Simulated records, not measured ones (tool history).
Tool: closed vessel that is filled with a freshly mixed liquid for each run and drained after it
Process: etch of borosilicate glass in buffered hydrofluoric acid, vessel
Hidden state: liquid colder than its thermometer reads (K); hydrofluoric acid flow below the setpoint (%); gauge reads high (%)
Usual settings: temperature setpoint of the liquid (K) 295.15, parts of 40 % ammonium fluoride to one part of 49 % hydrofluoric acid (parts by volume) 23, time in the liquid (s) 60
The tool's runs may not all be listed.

run	day	temperature setpoint of the liquid (K)	parts of 40 % ammonium fluoride to one part of 49 % hydrofluoric acid (parts by volume)	time in the liquid (s)	wafers since the last listed run	hours since the thermometer was replaced	hours since the hydrofluoric acid flow meter was replaced	hours since the gauge calibration	read-back film thickness of the borosilicate glass reference wafer, read on the same gauge (nm)	thickness taken off the borosilicate glass on a monitor wafer (angstrom)
1	0	295.15	23	60	0	831.5	159.9	861.5	100.01	269.9
2	1.842	295.15	23	60	6479	875.7	204.1	905.7	100.01	272.4
3	6.275	295.15	23	60	15598	982.1	310.5	1012.1	99.98	269.9
4	7.825	295.15	18	60	5453	1019.3	347.7	1049.3	100.01	320.1
# day 9.246: thermometer replaced
5	9.433	295.15	18	60	5512	4.5	386.3	1087.9	100	336.8
6	11.042	295.15	18	60	5658	43.1	424.9	1126.5	100	329.2
7	13.138	295.15	23	60	7374	93.4	475.2	1176.8	99.99	272
8	17.496	295.15	28	60	15334	198	579.8	1281.4	99.99	234.4
9	19.542	295.15	28	60	7198	247.1	628.9	1330.5	99.97	231.3
10	23.175	295.15	28	60	12783	334.3	716.1	1417.7	99.96	231.3
11	27.092	295.15	23	60	13780	428.3	810.1	1511.7	99.99	262.6
12	31.192	295.15	23	60	14425	526.7	908.5	1610.1	99.97	259.3
13	33.121	295.15	23	60	6787	573	954.8	1656.4	99.99	259.5
14	36.271	295.15	23	60	11083	648.6	1030.4	1732	99.99	258
15	38.854	295.15	23	60	9089	710.6	1092.4	1794	99.98	255.3
16	43.175	291.15	17	60	15202	814.3	1196.1	1897.7	100	251.3
# day 43.446: hydrofluoric acid flow meter replaced
17	45.696	292.15	23	45	8722	874.8	54	1958.2	100.03	178.8
18	49.946	295.15	25.5	60	14953	976.8	156	2060.2	99.99	256.3
# day 53.696: thermometer replaced
19	53.912	295.15	23	30	13809	5.2	251.2	2155.4	100	141.8
20	57.796	291.15	23	85	13663	98.4	344.4	2248.6	99.99	315.5
21	62.254	295.15	23	60	15686	205.4	451.4	2355.6	100.02	273.9
22	64.054	295.15	23	60	6333	248.6	494.6	2398.8	100	277.4
23	67.267	295.15	23	60	11303	325.7	571.7	2475.9	99.99	272.6
24	70.217	295.15	23	60	10379	396.5	642.5	2546.7	99.99	272.9
25	74.196	295.15	18	60	14000	492	738	2642.2	99.97	321.5
# day 76.596: gauge calibrated
26	78.217	295.15	23	60	14147	588.5	834.5	38.9	100.04	264.9
27	80.429	292.15	18	75	7784	641.6	887.6	92	99.99	333.5
28	82.846	295.15	23	60	8502	699.6	945.6	150	99.99	264.8
29	87.171	298.15	23	60	15217	803.4	1049.4	253.8	99.97	306.7
# day 90.75: hydrofluoric acid flow meter replaced
30	91.262	297.15	15	60	14249	901.6	12.3	352	100.01	457.3
31	94.692	297.15	30	90	12065	983.9	94.6	434.3	99.97	391.6
32	97.079	297.15	16.5	90	8400	1041.2	151.9	491.6	99.98	613.3

The tool's hidden state at each run:
gauge reads high (%): 0 in every run
H1: liquid colder than its thermometer reads (K)
H2: hydrofluoric acid flow below the setpoint (%)
run	H1	H2
1	0.681	4.38
2	0.708	4.85
3	0.771	5.98
4	0.794	6.37
5	0.0331	6.78
6	0.0562	7.19
7	0.0864	7.73
8	0.149	8.84
9	0.179	9.36
10	0.231	10.3
11	0.287	11.3
12	0.346	12.3
13	0.374	12.8
14	0.419	13.6
15	0.456	14.3
16	0.519	15.4
17	0.555	0.615
18	0.616	1.7
19	0.0739	2.71
20	0.13	3.7
21	0.194	4.84
22	0.22	5.3
23	0.266	6.11
24	0.309	6.87
25	0.366	7.88
26	0.424	8.91
27	0.455	9.47
28	0.49	10.1
29	0.552	11.2
30	0.611	0.288
31	0.661	1.16
32	0.695	1.77
